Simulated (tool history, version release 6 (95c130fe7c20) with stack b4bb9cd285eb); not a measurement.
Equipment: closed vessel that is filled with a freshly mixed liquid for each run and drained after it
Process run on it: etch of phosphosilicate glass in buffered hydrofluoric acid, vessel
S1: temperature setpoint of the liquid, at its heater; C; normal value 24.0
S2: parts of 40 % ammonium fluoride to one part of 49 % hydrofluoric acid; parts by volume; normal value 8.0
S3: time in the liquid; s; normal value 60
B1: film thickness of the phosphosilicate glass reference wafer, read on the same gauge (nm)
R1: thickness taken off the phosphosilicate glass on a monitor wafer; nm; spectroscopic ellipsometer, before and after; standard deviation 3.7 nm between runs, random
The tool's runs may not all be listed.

run 1 day=0.000 | S1=22.0 S2=6.0 S3=60 | B1=78.92 | R1=512.62
-- day=1.883 hydrofluoric acid flow meter replaced
run 2 day=4.379 | S1=22.0 S2=6.0 S3=60 | B1=78.26 | R1=515.23
run 3 day=7.017 | S1=22.0 S2=6.0 S3=60 | B1=77.91 | R1=500.95
run 4 day=10.175 | S1=24.0 S2=8.0 S3=60 | B1=77.56 | R1=427.70
run 5 day=18.471 | S1=24.0 S2=8.0 S3=60 | B1=76.84 | R1=419.58
run 6 day=19.979 | S1=24.0 S2=8.0 S3=60 | B1=76.76 | R1=424.70
run 7 day=21.817 | S1=24.0 S2=8.0 S3=60 | B1=76.65 | R1=421.53
run 8 day=25.983 | S1=24.0 S2=8.0 S3=60 | B1=76.44 | R1=421.56
run 9 day=29.096 | S1=22.0 S2=8.0 S3=60 | B1=76.23 | R1=379.21
run 10 day=33.158 | S1=24.0 S2=8.0 S3=60 | B1=76.10 | R1=424.80
run 11 day=35.721 | S1=24.0 S2=8.0 S3=60 | B1=76.00 | R1=420.48
run 12 day=38.888 | S1=19.0 S2=5.5 S3=60 | B1=75.92 | R1=450.72
run 13 day=43.254 | S1=24.0 S2=8.0 S3=60 | B1=75.82 | R1=423.28
-- day=44.608 hydrofluoric acid flow meter replaced
run 14 day=45.792 | S1=25.5 S2=10.0 S3=70 | B1=75.75 | R1=436.86
run 15 day=47.571 | S1=27.5 S2=8.0 S3=60 | B1=75.76 | R1=502.34
-- day=49.512 thermometer replaced
run 16 day=49.679 | S1=24.0 S2=6.5 S3=95 | B1=75.70 | R1=810.89
run 17 day=53.054 | S1=24.0 S2=8.0 S3=30 | B1=75.65 | R1=208.67
-- day=53.958 gauge calibrated
run 18 day=55.808 | S1=19.5 S2=8.0 S3=40 | B1=79.47 | R1=228.86
run 19 day=57.912 | S1=24.0 S2=8.0 S3=60 | B1=79.04 | R1=436.53
run 20 day=60.988 | S1=24.0 S2=8.0 S3=60 | B1=78.44 | R1=440.43
run 21 day=63.979 | S1=24.0 S2=8.0 S3=60 | B1=77.97 | R1=427.85
run 22 day=66.112 | S1=24.0 S2=7.0 S3=40 | B1=77.63 | R1=333.42
run 23 day=68.862 | S1=20.0 S2=10.5 S3=45 | B1=77.25 | R1=199.66

4 ways to go on from here, each from the tool as it stands after run 23. What would each give?
run A day=68.892 | S1=22.5 S2=8.0 S3=60 | B1=? | R1=?
run B day=68.892 | S1=24.0 S2=6.5 S3=60 | B1=? | R1=?
run C day=68.892 | S1=24.0 S2=5.5 S3=60 | B1=? | R1=?
run D day=68.892 | S1=26.5 S2=8.0 S3=60 | B1=? | R1=?

run=A B1=77.28 R1=389.27
run=B B1=77.28 R1=520.58
run=C B1=77.28 R1=600.58
run=D B1=77.28 R1=483.70
Had the tool no hidden state, the same runs would have come out as:
run=A R1=402.97
run=B R1=538.90
run=C R1=621.72
run=D R1=500.72
